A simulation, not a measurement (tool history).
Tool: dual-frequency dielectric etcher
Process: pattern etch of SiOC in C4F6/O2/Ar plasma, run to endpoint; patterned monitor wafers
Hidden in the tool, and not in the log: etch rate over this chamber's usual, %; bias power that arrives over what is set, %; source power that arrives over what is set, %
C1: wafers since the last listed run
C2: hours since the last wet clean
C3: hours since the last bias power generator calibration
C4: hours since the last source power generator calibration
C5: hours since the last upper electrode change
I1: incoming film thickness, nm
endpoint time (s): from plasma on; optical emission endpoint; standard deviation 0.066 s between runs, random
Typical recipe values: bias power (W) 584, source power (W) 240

run 1 day=0.000 | bias_power_(W)=584 source_power_(W)=240 | C1=0 C2=129.1 C3=2134.5 C4=2299.4 C5=2746.4 | I1=30.93 | endpoint_time_(s)=11.5
run 2 day=0.821 | bias_power_(W)=584 source_power_(W)=240 | C1=411 C2=148.8 C3=2154.2 C4=2319.1 C5=2766.1 | I1=30.59 | endpoint_time_(s)=11.5
run 3 day=2.238 | bias_power_(W)=584 source_power_(W)=240 | C1=710 C2=182.8 C3=2188.2 C4=2353.1 C5=2800.1 | I1=30.71 | endpoint_time_(s)=11.4
run 4 day=2.779 | bias_power_(W)=584 source_power_(W)=240 | C1=271 C2=195.8 C3=2201.2 C4=2366.1 C5=2813.1 | I1=30.54 | endpoint_time_(s)=11.3
run 5 day=3.692 | bias_power_(W)=584 source_power_(W)=240 | C1=457 C2=217.7 C3=2223.1 C4=2388.0 C5=2835.0 | I1=31.05 | endpoint_time_(s)=11.5
run 6 day=5.096 | bias_power_(W)=584 source_power_(W)=240 | C1=703 C2=251.4 C3=2256.8 C4=2421.7 C5=2868.7 | I1=30.67 | endpoint_time_(s)=11.2
run 7 day=6.367 | bias_power_(W)=584 source_power_(W)=240 | C1=636 C2=281.9 C3=2287.3 C4=2452.2 C5=2899.2 | I1=30.81 | endpoint_time_(s)=11.3
run 8 day=8.108 | bias_power_(W)=584 source_power_(W)=240 | C1=872 C2=323.7 C3=2329.1 C4=2494.0 C5=2941.0 | I1=31.04 | endpoint_time_(s)=11.4
-- day=9.192 upper electrode replaced
run 9 day=9.212 | bias_power_(W)=584 source_power_(W)=260 | C1=52 C2=350.2 C3=2355.6 C4=2520.5 C5=0.5 | I1=30.84 | endpoint_time_(s)=10.8
run 10 day=10.325 | bias_power_(W)=509 source_power_(W)=240 | C1=557 C2=376.9 C3=2382.3 C4=2547.2 C5=27.2 | I1=30.79 | endpoint_time_(s)=11.9
-- day=11.450 bias power generator calibrated
run 11 day=11.738 | bias_power_(W)=509 source_power_(W)=240 | C1=624 C2=410.8 C3=6.9 C4=2581.1 C5=61.1 | I1=30.62 | endpoint_time_(s)=11.7
run 12 day=12.412 | bias_power_(W)=456 source_power_(W)=190 | C1=338 C2=427.0 C3=23.1 C4=2597.3 C5=77.3 | I1=31.06 | endpoint_time_(s)=13.8
run 13 day=13.329 | bias_power_(W)=627 source_power_(W)=190 | C1=459 C2=449.0 C3=45.1 C4=2619.3 C5=99.3 | I1=30.85 | endpoint_time_(s)=12.0
-- day=14.075 source power generator calibrated
-- day=14.996 wet clean of the chamber
run 14 day=15.017 | bias_power_(W)=714 source_power_(W)=290 | C1=301 C2=0.5 C3=85.6 C4=22.6 C5=139.8 | I1=30.82 | endpoint_time_(s)=10.0
run 15 day=15.383 | bias_power_(W)=584 source_power_(W)=240 | C1=183 C2=9.3 C3=94.4 C4=31.4 C5=148.6 | I1=31.14 | endpoint_time_(s)=11.8
run 16 day=15.971 | bias_power_(W)=492 source_power_(W)=210 | C1=294 C2=23.4 C3=108.5 C4=45.5 C5=162.7 | I1=30.85 | endpoint_time_(s)=13.5
run 17 day=16.604 | bias_power_(W)=519 source_power_(W)=210 | C1=317 C2=38.6 C3=123.7 C4=60.7 C5=177.9 | I1=30.96 | endpoint_time_(s)=13.2
run 18 day=17.621 | bias_power_(W)=584 source_power_(W)=240 | C1=509 C2=63.0 C3=148.1 C4=85.1 C5=202.3 | I1=31.11 | endpoint_time_(s)=11.9
run 19 day=18.558 | bias_power_(W)=584 source_power_(W)=290 | C1=469 C2=85.5 C3=170.6 C4=107.6 C5=224.8 | I1=31.07 | endpoint_time_(s)=10.7
run 20 day=19.271 | bias_power_(W)=584 source_power_(W)=240 | C1=357 C2=102.6 C3=187.7 C4=124.7 C5=241.9 | I1=30.97 | endpoint_time_(s)=11.5
run 21 day=20.579 | bias_power_(W)=630 source_power_(W)=240 | C1=655 C2=134.0 C3=219.1 C4=156.1 C5=273.3 | I1=30.92 | endpoint_time_(s)=11.3
run 22 day=21.700 | bias_power_(W)=584 source_power_(W)=210 | C1=561 C2=160.9 C3=246.0 C4=183.0 C5=300.2 | I1=30.67 | endpoint_time_(s)=12.3
run 23 day=22.633 | bias_power_(W)=714 source_power_(W)=240 | C1=467 C2=183.3 C3=268.4 C4=205.4 C5=322.6 | I1=30.91 | endpoint_time_(s)=10.6

Branching from run 23: 4 alternative next runs. What would each branch give?
run A day=22.650 | bias_power_(W)=584 source_power_(W)=240 | C1=8 C2=183.7 C3=268.8 C4=205.8 C5=323.0 | I1=30.82 | endpoint_time_(s)=?
run B day=22.650 | bias_power_(W)=702 source_power_(W)=220 | C1=8 C2=183.7 C3=268.8 C4=205.8 C5=323.0 | I1=30.82 | endpoint_time_(s)=?
run C day=22.650 | bias_power_(W)=498 source_power_(W)=280 | C1=8 C2=183.7 C3=268.8 C4=205.8 C5=323.0 | I1=30.82 | endpoint_time_(s)=?
run D day=22.650 | bias_power_(W)=688 source_power_(W)=280 | C1=8 C2=183.7 C3=268.8 C4=205.8 C5=323.0 | I1=30.82 | endpoint_time_(s)=?

run=A endpoint_time_(s)=11.6
run=B endpoint_time_(s)=11.2
run=C endpoint_time_(s)=11.6
run=D endpoint_time_(s)=10.2
Without the tool's hidden state the same runs would have given:
run=A endpoint_time_(s)=11.8
run=B endpoint_time_(s)=11.3
run=C endpoint_time_(s)=11.7
run=D endpoint_time_(s)=10.3
